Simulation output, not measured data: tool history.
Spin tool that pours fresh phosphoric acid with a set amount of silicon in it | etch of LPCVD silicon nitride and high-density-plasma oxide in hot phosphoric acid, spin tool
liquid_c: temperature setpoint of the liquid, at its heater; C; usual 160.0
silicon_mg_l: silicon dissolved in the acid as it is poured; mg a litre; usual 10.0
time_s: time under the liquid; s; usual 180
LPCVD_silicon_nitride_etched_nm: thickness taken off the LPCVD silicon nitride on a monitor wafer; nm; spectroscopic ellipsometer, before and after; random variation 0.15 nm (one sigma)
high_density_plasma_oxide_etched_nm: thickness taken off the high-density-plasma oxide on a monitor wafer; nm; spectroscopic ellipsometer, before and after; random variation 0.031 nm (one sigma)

| run | hour | liquid_c | silicon_mg_l | time_s | read-back film thickness of the LPCVD silicon nitride reference wafer, read on the same gauge (nm) | read-back film thickness of the high-density-plasma oxide reference wafer, read on the same gauge (nm) | LPCVD_silicon_nitride_etched_nm | high_density_plasma_oxide_etched_nm |
|---|---|---|---|---|---|---|---|---|
| 1 | 0.0 | 160.0 | 10.0 | 180 | 30.02 | 50.021 | 17.24 | 0.373 |
| 2 | 60.8 | 160.0 | 15.0 | 105 | 30.01 | 49.960 | 10.07 | 0.156 |
| 3 | 99.4 | 163.0 | 7.5 | 180 | 29.99 | 50.020 | 18.85 | 0.386 |
| 4 | 137.2 | 160.0 | 16.5 | 90 | 29.99 | 49.996 | 8.69 | 0.163 |
| 5 | 171.9 | 158.0 | 14.0 | 130 | 30.01 | 49.987 | 11.32 | 0.186 |
| 6 | 221.1 | 158.5 | 16.5 | 255 | 30.01 | 49.985 | 23.06 | 0.332 |
| 7 | 286.2 | 161.0 | 4.0 | 130 | 30.00 | 50.017 | 12.73 | 0.291 |
|  | 321.5 | dissolved silicon flow meter replaced |
| 8 | 329.5 | 160.0 | 15.0 | 105 | 30.00 | 50.026 | 9.72 | 0.145 |
| 9 | 399.3 | 160.0 | 10.0 | 215 | 29.99 | 49.990 | 20.34 | 0.395 |
| 10 | 454.4 | 160.0 | 10.0 | 180 | 29.99 | 50.026 | 16.93 | 0.298 |
|  | 465.5 | thermometer replaced |
| 11 | 502.1 | 157.5 | 3.5 | 275 | 30.01 | 49.990 | 23.78 | 0.397 |
| 12 | 555.4 | 160.0 | 10.0 | 115 | 30.02 | 50.010 | 10.61 | 0.187 |
| 13 | 598.8 | 160.0 | 10.0 | 180 | 29.97 | 49.977 | 16.84 | 0.352 |
| 14 | 648.4 | 158.0 | 7.5 | 230 | 29.99 | 49.992 | 19.91 | 0.329 |
| 15 | 681.1 | 161.0 | 14.5 | 105 | 30.00 | 49.981 | 10.06 | 0.166 |
| 16 | 719.9 | 157.0 | 3.0 | 270 | 30.02 | 50.006 | 22.55 | 0.387 |
| 17 | 776.0 | 160.0 | 10.0 | 180 | 30.02 | 49.986 | 16.78 | 0.336 |
| 18 | 806.5 | 160.0 | 10.0 | 180 | 29.99 | 50.024 | 16.49 | 0.288 |
| 19 | 866.7 | 163.0 | 10.0 | 130 | 30.00 | 50.011 | 13.22 | 0.254 |
| 20 | 906.7 | 160.0 | 10.0 | 180 | 29.99 | 50.014 | 16.50 | 0.327 |

Forecast run 21:
|  | 914.3 | dissolved silicon flow meter replaced |
| 21 | 933.9 | 161.5 | 13.5 | 270 | ? | ? | ? | ? |

read-back film thickness of the LPCVD silicon nitride reference wafer, read on the same gauge (nm): 30.00
read-back film thickness of the high-density-plasma oxide reference wafer, read on the same gauge (nm): 49.971
LPCVD_silicon_nitride_etched_nm: 26.26 nm
high_density_plasma_oxide_etched_nm: 0.399 nm
Without the tool's hidden state the same run would have given LPCVD_silicon_nitride_etched_nm 27.81 nm, high_density_plasma_oxide_etched_nm 0.453 nm.

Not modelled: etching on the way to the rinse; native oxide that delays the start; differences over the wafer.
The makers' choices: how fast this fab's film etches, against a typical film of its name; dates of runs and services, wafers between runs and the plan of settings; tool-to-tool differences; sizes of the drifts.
